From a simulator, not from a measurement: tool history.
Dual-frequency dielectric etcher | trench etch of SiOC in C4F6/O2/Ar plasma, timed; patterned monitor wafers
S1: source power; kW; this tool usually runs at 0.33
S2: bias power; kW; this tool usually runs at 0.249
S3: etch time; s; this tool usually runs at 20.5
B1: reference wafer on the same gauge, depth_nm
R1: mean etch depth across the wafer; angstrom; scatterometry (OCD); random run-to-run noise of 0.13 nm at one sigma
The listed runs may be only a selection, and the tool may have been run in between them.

run 1 day=0 | S1=0.33 S2=0.249 S3=20.5 | B1=50.68 | R1=428.6
-- day=2.188 wet clean of the chamber
run 2 day=2.208 | S1=0.33 S2=0.202 S3=20.5 | B1=50.68 | R1=392.7
run 3 day=4.638 | S1=0.35 S2=0.249 S3=20.5 | B1=50.7 | R1=439.2
run 4 day=6.121 | S1=0.35 S2=0.249 S3=20.5 | B1=50.68 | R1=439.2
run 5 day=8.129 | S1=0.3 S2=0.249 S3=20.5 | B1=50.7 | R1=411.4
run 6 day=10.796 | S1=0.3 S2=0.249 S3=20.5 | B1=50.71 | R1=412.8
run 7 day=12.908 | S1=0.3 S2=0.249 S3=20.5 | B1=50.73 | R1=413.2
run 8 day=14.35 | S1=0.31 S2=0.22 S3=20.5 | B1=50.72 | R1=398
run 9 day=15.792 | S1=0.33 S2=0.289 S3=20.5 | B1=50.71 | R1=457.9
run 10 day=18.621 | S1=0.33 S2=0.249 S3=25 | B1=50.66 | R1=526.9
-- day=20.283 wet clean of the chamber
run 11 day=21.525 | S1=0.33 S2=0.249 S3=25 | B1=50.72 | R1=526.5
run 12 day=22.817 | S1=0.33 S2=0.249 S3=23 | B1=50.71 | R1=483.5
run 13 day=26.908 | S1=0.35 S2=0.249 S3=20.5 | B1=50.7 | R1=441.8
run 14 day=29.467 | S1=0.29 S2=0.188 S3=22.5 | B1=50.71 | R1=398.1
run 15 day=30.567 | S1=0.33 S2=0.249 S3=15.5 | B1=50.64 | R1=327.4
-- day=34.279 bias power generator calibrated
-- day=34.442 wet clean of the chamber
run 16 day=34.462 | S1=0.36 S2=0.266 S3=20.5 | B1=50.69 | R1=459.6
run 17 day=36.392 | S1=0.33 S2=0.249 S3=20.5 | B1=50.71 | R1=433.3
-- day=37.65 source power generator calibrated
run 18 day=37.992 | S1=0.33 S2=0.249 S3=20.5 | B1=50.7 | R1=421.4
run 19 day=39.4 | S1=0.33 S2=0.249 S3=20.5 | B1=50.69 | R1=421.4
-- day=40.796 upper electrode replaced
run 20 day=40.817 | S1=0.26 S2=0.249 S3=20.5 | B1=50.69 | R1=381.2
run 21 day=42.917 | S1=0.33 S2=0.249 S3=23 | B1=50.73 | R1=473.5
-- day=44.112 gauge calibrated
run 22 day=45.375 | S1=0.35 S2=0.249 S3=20.5 | B1=50.68 | R1=432.9
run 23 day=47.212 | S1=0.29 S2=0.249 S3=20.5 | B1=50.7 | R1=400.2
-- day=48.442 wet clean of the chamber
run 24 day=49.688 | S1=0.27 S2=0.297 S3=18.5 | B1=50.7 | R1=375.1
run 25 day=51.817 | S1=0.33 S2=0.249 S3=20.5 | B1=50.71 | R1=421.8
run 26 day=54.546 | S1=0.28 S2=0.273 S3=16.5 | B1=50.71 | R1=329.6
run 27 day=56.983 | S1=0.33 S2=0.267 S3=20.5 | B1=50.71 | R1=434.3
run 28 day=64.388 | S1=0.26 S2=0.204 S3=16.5 | B1=50.66 | R1=282
-- day=66.008 wet clean of the chamber
run 29 day=66.146 | S1=0.33 S2=0.265 S3=15 | B1=50.7 | R1=318
run 30 day=68.021 | S1=0.3 S2=0.204 S3=23.5 | B1=50.66 | R1=430.9

A few steps of R1 between consecutive runs. Split each: what settings, incoming material and random variation would produce without the hidden state, and what is left over for the hidden state, along with gauge scatter present in only one of the two compared results (measured, and without hidden state):
Hidden state present: etch rate over this chamber's usual, %; source power that arrives over what is set, %; bias power that arrives over what is set, %; gauge reads high (%).
Run 9 -> 10: S2 0.289 -> 0.249, S3 20.5 -> 25. R1 +69 angstrom: hidden state +1.6, all else +67.4.
Run 15 -> 16: S1 0.33 -> 0.36, S2 0.249 -> 0.266, S3 15.5 -> 20.5, bias power generator calibrated, wet clean of the chamber. R1 +132.2 angstrom: hidden state +3, all else +129.2.
Run 17 -> 18: source power generator calibrated. R1 -11.9 angstrom: hidden state -10.2, all else -1.7.
Run 27 -> 28: S1 0.33 -> 0.26, S2 0.267 -> 0.204, S3 20.5 -> 16.5. R1 -152.3 angstrom: hidden state +0.2, all else -152.5.
Run 29 -> 30: S1 0.33 -> 0.3, S2 0.265 -> 0.204, S3 15 -> 23.5. R1 +112.9 angstrom: hidden state +0.3, all else +112.6.
